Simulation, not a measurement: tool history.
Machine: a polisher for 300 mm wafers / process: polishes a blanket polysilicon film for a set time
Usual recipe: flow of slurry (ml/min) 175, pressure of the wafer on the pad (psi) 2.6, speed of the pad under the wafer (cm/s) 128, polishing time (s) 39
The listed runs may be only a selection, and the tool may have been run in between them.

run    hour  flow of slurry (ml/min)  pressure of the wafer on the pad (psi)  speed of the pad under the wafer (cm/s)  polishing time (s)  incoming thickness of the incoming film, nm  film removed (nm)
  1     0.0                      175                                     2.6                                      128                  39                                       1098.6              368.7
  2    42.3                      175                                     2.6                                      128                  39                                       1105.2              362.4
       63.6  -- slurry nozzle cleaned
  3    80.9                      175                                     2.6                                      128                  29                                       1087.8              262.7
  4   105.1                      220                                     2.6                                      128                  39                                       1113.0              359.2
      130.7  -- worn pad replaced by a new one
  5   174.0                      220                                     2.6                                      128                  39                                       1081.8              357.2
  6   234.4                      175                                     2.6                                      128                  44                                       1106.0              396.3
  7   281.3                      175                                     2.6                                      128                  44                                       1118.5              383.8
  8   336.2                      175                                     2.6                                      128                  39                                       1092.1              330.1
      352.3  -- head pressure recalibrated
  9   386.0                      175                                     2.6                                      128                  39                                       1090.0              367.0
 10   456.8                      175                                     3.2                                      128                  39                                       1110.3              444.1
 11   494.4                      175                                     2.6                                      128                  39                                       1104.3              346.9
 12   548.3                      175                                     2.6                                      128                  39                                       1096.4              351.2
      586.3  -- worn pad replaced by a new one
 13   586.8                      175                                     2.6                                      128                  39                                       1096.8              359.6
      642.7  -- slurry nozzle cleaned
 14   653.5                      175                                     3.0                                      128                  39                                       1082.5              396.7
      801.5  -- head pressure recalibrated
 15   848.8                      175                                     3.0                                      128                  39                                       1102.5              406.6
 16   879.6                      175                                     2.6                                      128                  39                                       1096.5              354.7
 17   907.6                      155                                     2.6                                       94                  39                                       1099.9              258.6
 18   977.6                      230                                     2.6                                      140                  45                                       1117.2              463.5
 19  1005.9                      140                                     3.4                                       92                  29                                       1105.5              237.5
     1028.4  -- worn pad replaced by a new one, of another model than before
 20  1058.7                      195                                     2.6                                      166                  29                                       1118.9              307.7
     1118.3  -- slurry nozzle cleaned
 21  1130.1                      175                                     2.6                                      128                  39                                       1087.2              346.9
 22  1165.2                      175                                     2.6                                      128                  39                                       1101.9              338.6
     1192.9  -- head pressure recalibrated
 23  1200.2                      120                                     3.4                                      128                  39                                       1102.2              383.9
 24  1270.0                      175                                     2.6                                      128                  33                                       1102.7              300.0
 25  1313.0                      175                                     2.6                                      128                  30                                       1085.2              276.2

The next listed run, before its measurement:
 26  1376.0                      175                                     2.6                                      128                  45                                       1114.0                  ?

film removed (nm): 403.2
On a tool with no hidden condition, and with the same random variation, this run would have come out at film removed (nm) 408.0.
